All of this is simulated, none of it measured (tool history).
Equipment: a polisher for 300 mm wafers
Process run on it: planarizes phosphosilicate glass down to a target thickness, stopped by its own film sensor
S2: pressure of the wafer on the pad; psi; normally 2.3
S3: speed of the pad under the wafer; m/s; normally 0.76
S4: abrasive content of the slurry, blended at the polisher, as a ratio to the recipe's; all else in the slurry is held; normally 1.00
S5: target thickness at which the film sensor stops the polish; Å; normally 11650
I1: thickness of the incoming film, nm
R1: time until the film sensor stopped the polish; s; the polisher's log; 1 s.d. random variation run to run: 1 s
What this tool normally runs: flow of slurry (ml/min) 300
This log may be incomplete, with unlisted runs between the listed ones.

Run 1, hour 0.0: usual settings but S5 12400 Å; I1 1615.5. Result: R1 64.9 s.
Run 2, hour 25.4: usual settings but S5 12400 Å; I1 1615.3. Result: R1 65.3 s.
At hour 57.9: slurry blender recalibrated.
Run 3, hour 59.1: usual settings but S5 12400 Å; I1 1617.7. Result: R1 65.2 s.
Run 4, hour 92.3: usual settings; I1 1649.1. Result: R1 84.0 s.
At hour 114.4: slurry nozzle cleaned.
Run 5, hour 119.3: usual settings; I1 1667.4. Result: R1 86.6 s.
At hour 134.0: worn pad replaced by a new one.
Run 6, hour 151.8: usual settings but flow of slurry (ml/min) 245; I1 1664.8. Result: R1 89.0 s.
Run 7, hour 174.5: usual settings; I1 1638.8. Result: R1 82.6 s.
Run 8, hour 202.2: usual settings; I1 1622.1. Result: R1 78.8 s.
At hour 224.6: slurry blender recalibrated.
Run 9, hour 232.6: usual settings; I1 1620.8. Result: R1 78.3 s.
Run 10, hour 266.1: usual settings; I1 1628.7. Result: R1 80.2 s.
Run 11, hour 288.2: usual settings; I1 1627.4. Result: R1 80.3 s.
At hour 303.9: worn pad replaced by a new one.
Run 12, hour 304.4: usual settings but S3 0.88 m/s; I1 1616.6. Result: R1 70.4 s.
Run 13, hour 316.1: usual settings but S4 0.80; I1 1629.0. Result: R1 89.0 s.
Run 14, hour 351.5: usual settings but S5 10460 Å; I1 1666.1. Result: R1 108.9 s.
At hour 384.0: conditioning disc replaced and pad reconditioned.
Run 15, hour 384.5: usual settings; I1 1649.6. Result: R1 84.9 s.
At hour 401.6: slurry blender recalibrated.
At hour 403.4: slurry nozzle cleaned.
Run 16, hour 414.0: usual settings but S3 0.62 m/s, S4 0.85, S5 10550 Å; I1 1631.5. Result: R1 125.8 s.
At hour 419.4: head pressure recalibrated.
Run 17, hour 449.4: usual settings but S5 12350 Å; I1 1668.6. Result: R1 73.8 s.
Run 18, hour 468.6: usual settings but S4 0.85, S5 12820 Å; I1 1657.6. Result: R1 69.5 s.
At hour 478.1: worn pad replaced by a new one.
Run 19, hour 503.0: usual settings but flow of slurry (ml/min) 205, S2 2.0 psi, S3 0.88 m/s, S4 0.85; I1 1610.4. Result: R1 90.3 s.
Run 20, hour 522.8: usual settings but S4 0.85, S5 10460 Å; I1 1666.0. Result: R1 118.2 s.
Run 21, hour 553.3: usual settings but S2 2.9 psi; I1 1647.5. Result: R1 66.6 s.
Run 22, hour 582.2: usual settings but S3 0.86 m/s, S4 1.25; I1 1642.4. Result: R1 68.5 s.
At hour 589.0: slurry blender recalibrated.
Run 23, hour 598.2: usual settings; I1 1630.6. Result: R1 81.5 s.
At hour 625.2: worn pad replaced by a new one.
Run 24, hour 625.7: usual settings but flow of slurry (ml/min) 215, S2 2.6 psi, S4 0.85; I1 1652.6. Result: R1 86.3 s.
Run 25, hour 659.7: usual settings but S5 12400 Å; I1 1671.0. Result: R1 74.8 s.

Alternative continuations, all from the tool just after run 25; predict every row:
Run A, hour 660.2: usual settings; I1 1659.6. Result: R1 ?.
Run B, hour 660.2: usual settings but flow of slurry (ml/min) 405, S2 1.7 psi, S3 1.02 m/s, S5 10850 Å; I1 1659.6. Result: R1 ?.
Run C, hour 660.2: usual settings but S3 0.82 m/s; I1 1659.6. Result: R1 ?.
Run D, hour 660.2: usual settings but S4 0.80, S5 12860 Å; I1 1659.6. Result: R1 ?.

run     R1
  A   86.6
  B  104.9
  C   81.5
  D   72.7
Without the tool's hidden state the same runs would have given:
run     R1
  A   86.6
  B  104.9
  C   81.5
  D   72.7
